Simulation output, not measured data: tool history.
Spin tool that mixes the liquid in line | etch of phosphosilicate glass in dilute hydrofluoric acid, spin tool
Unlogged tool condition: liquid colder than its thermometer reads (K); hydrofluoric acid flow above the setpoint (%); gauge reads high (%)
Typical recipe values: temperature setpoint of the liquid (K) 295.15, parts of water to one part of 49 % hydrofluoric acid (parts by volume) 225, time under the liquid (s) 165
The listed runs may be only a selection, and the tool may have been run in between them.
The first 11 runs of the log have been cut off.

run	hour	temperature setpoint of the liquid (K)	parts of water to one part of 49 % hydrofluoric acid (parts by volume)	time under the liquid (s)	wafers since the last listed run	hours since the thermometer was replaced	hours since the hydrofluoric acid flow meter was replaced	hours since the gauge calibration	read-back film thickness of the phosphosilicate glass reference wafer, read on the same gauge (nm)	thickness taken off the phosphosilicate glass on a monitor wafer (Å)
12	161.8	295.15	225	210	171	2189.6	553.6	400.4	40.01	459.2
13	171.5	295.15	225	210	96	2199.3	563.3	410.1	40.02	459.3
14	183.5	295.15	225	210	119	2211.3	575.3	422.1	40.03	462.0
15	193.2	299.15	195	130	96	2221.0	585.0	431.8	39.98	392.0
16	209.6	295.15	285	105	163	2237.4	601.4	448.2	40.03	172.7
17	217.4	299.15	120	165	77	2245.2	609.2	456.0	40.00	884.6
18	234.6	295.15	225	165	171	2262.4	626.4	473.2	40.03	364.0
19	247.7	293.15	310	210	130	2275.5	639.5	486.3	39.98	291.3
20	257.2	295.15	225	70	94	2285.0	649.0	495.8	40.00	153.6
# hour 265.9: gauge calibrated
21	266.7	295.15	285	105	94	2294.5	658.5	0.8	40.01	173.1
22	281.4	295.15	225	165	146	2309.2	673.2	15.5	39.98	365.6
# hour 286.7: thermometer replaced
23	287.6	297.15	260	135	51	0.9	679.4	21.7	40.02	268.4
24	301.6	298.65	225	195	139	14.9	693.4	35.7	39.98	493.2
25	311.7	295.15	150	245	100	25.0	703.5	45.8	39.99	873.5
26	319.3	297.15	225	165	75	32.6	711.1	53.4	39.99	391.9
# hour 326.6: hydrofluoric acid flow meter replaced
27	331.7	290.15	225	225	113	45.0	5.1	65.8	40.00	382.4
28	340.4	291.15	275	215	86	53.7	13.8	74.5	40.00	300.3
29	348.6	291.65	180	165	81	61.9	22.0	82.7	39.98	392.4
30	371.6	293.15	285	210	229	84.9	45.0	105.7	39.97	305.3
31	387.3	295.15	260	165	156	100.6	60.7	121.4	40.00	288.1
32	407.8	297.15	225	110	204	121.1	81.2	141.9	39.98	243.7
33	423.1	295.15	225	165	152	136.4	96.5	157.2	39.99	346.4

4 ways to go on from here, each from the tool as it stands after run 33. What would each give?
A	423.6	295.15	225	190	4	136.9	97.0	157.7	?	?
B	423.6	295.15	285	165	4	136.9	97.0	157.7	?	?
C	423.6	291.15	275	105	4	136.9	97.0	157.7	?	?
D	423.6	295.15	225	100	4	136.9	97.0	157.7	?	?

run	read-back film thickness of the phosphosilicate glass reference wafer, read on the same gauge (nm)	thickness taken off the phosphosilicate glass on a monitor wafer (Å)
A	39.99	393.2
B	39.99	254.5
C	39.99	146.0
D	39.99	206.9
Had the tool no hidden state, the same runs would have come out as:
run	thickness taken off the phosphosilicate glass on a monitor wafer (Å)
A	384.7
B	248.8
C	142.9
D	202.5
